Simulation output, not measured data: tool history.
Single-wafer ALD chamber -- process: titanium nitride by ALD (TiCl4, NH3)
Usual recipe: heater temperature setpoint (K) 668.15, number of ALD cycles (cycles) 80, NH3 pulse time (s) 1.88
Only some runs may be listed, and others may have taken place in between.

run    hour  heater temperature setpoint (K)  number of ALD cycles (cycles)  NH3 pulse time (s)  read-back reference wafer on the same gauge, thickness_nm  mean film thickness on the monitor wafer (Å)
  1     0.0                           659.15                             80                2.34                                                      1.811                                         17.93
  2    66.5                           659.15                             80                2.34                                                      1.805                                         17.78
  3   123.2                           659.15                             80                2.34                                                      1.800                                         17.70
  4   161.1                           668.15                             80                1.88                                                      1.797                                         17.77
      179.1  -- gauge calibrated
  5   212.4                           668.15                             80                1.88                                                      1.851                                         18.03
  6   258.6                           668.15                             80                1.88                                                      1.849                                         18.15
  7   338.8                           668.15                             80                1.40                                                      1.847                                         17.91
  8   427.2                           668.15                             80                1.40                                                      1.847                                         17.97
  9   532.2                           668.15                             80                1.40                                                      1.844                                         17.85
 10   596.7                           672.15                             80                2.07                                                      1.843                                         18.20
 11   652.8                           668.15                             80                1.88                                                      1.838                                         18.03
      664.7  -- showerhead replaced
      708.8  -- thermocouple changed; heater temperature recalibrated
 12   723.7                           654.15                             67                1.46                                                      1.836                                         14.68
 13   800.9                           668.15                             80                1.67                                                      1.830                                         17.83
 14   897.6                           674.15                             72                2.31                                                      1.823                                         16.35
 15   934.1                           668.15                             92                1.24                                                      1.822                                         20.05
 16  1013.2                           668.15                             92                1.24                                                      1.814                                         20.18
 17  1088.4                           682.15                             65                1.88                                                      1.809                                         14.60
     1162.9  -- gauge calibrated
 18  1180.7                           658.15                             94                1.37                                                      1.850                                         21.02
 19  1247.0                           668.15                             80                1.88                                                      1.849                                         18.15
 20  1310.7                           668.15                             80                1.88                                                      1.848                                         18.27
 21  1384.0                           677.15                             89                1.65                                                      1.846                                         20.23
 22  1472.3                           658.15                             68                2.27                                                      1.842                                         15.35
 23  1556.4                           668.15                             80                1.88                                                      1.841                                         17.88

Give the tool's hidden conditions for every run:
wafer temperature above the value expected at the setpoint (K): 0 on each run
H1: gauge reads high (%)
run       H1
  1    -2.11
  2    -2.42
  3    -2.69
  4    -2.89
  5  -0.0438
  6  -0.0575
  7   -0.108
  8   -0.202
  9   -0.368
 10   -0.499
 11    -0.63
 12   -0.819
 13    -1.06
 14     -1.4
 15    -1.54
 16    -1.87
 17    -2.21
 18  -0.0635
 19  -0.0813
 20    -0.12
 21   -0.191
 22   -0.314
 23   -0.469

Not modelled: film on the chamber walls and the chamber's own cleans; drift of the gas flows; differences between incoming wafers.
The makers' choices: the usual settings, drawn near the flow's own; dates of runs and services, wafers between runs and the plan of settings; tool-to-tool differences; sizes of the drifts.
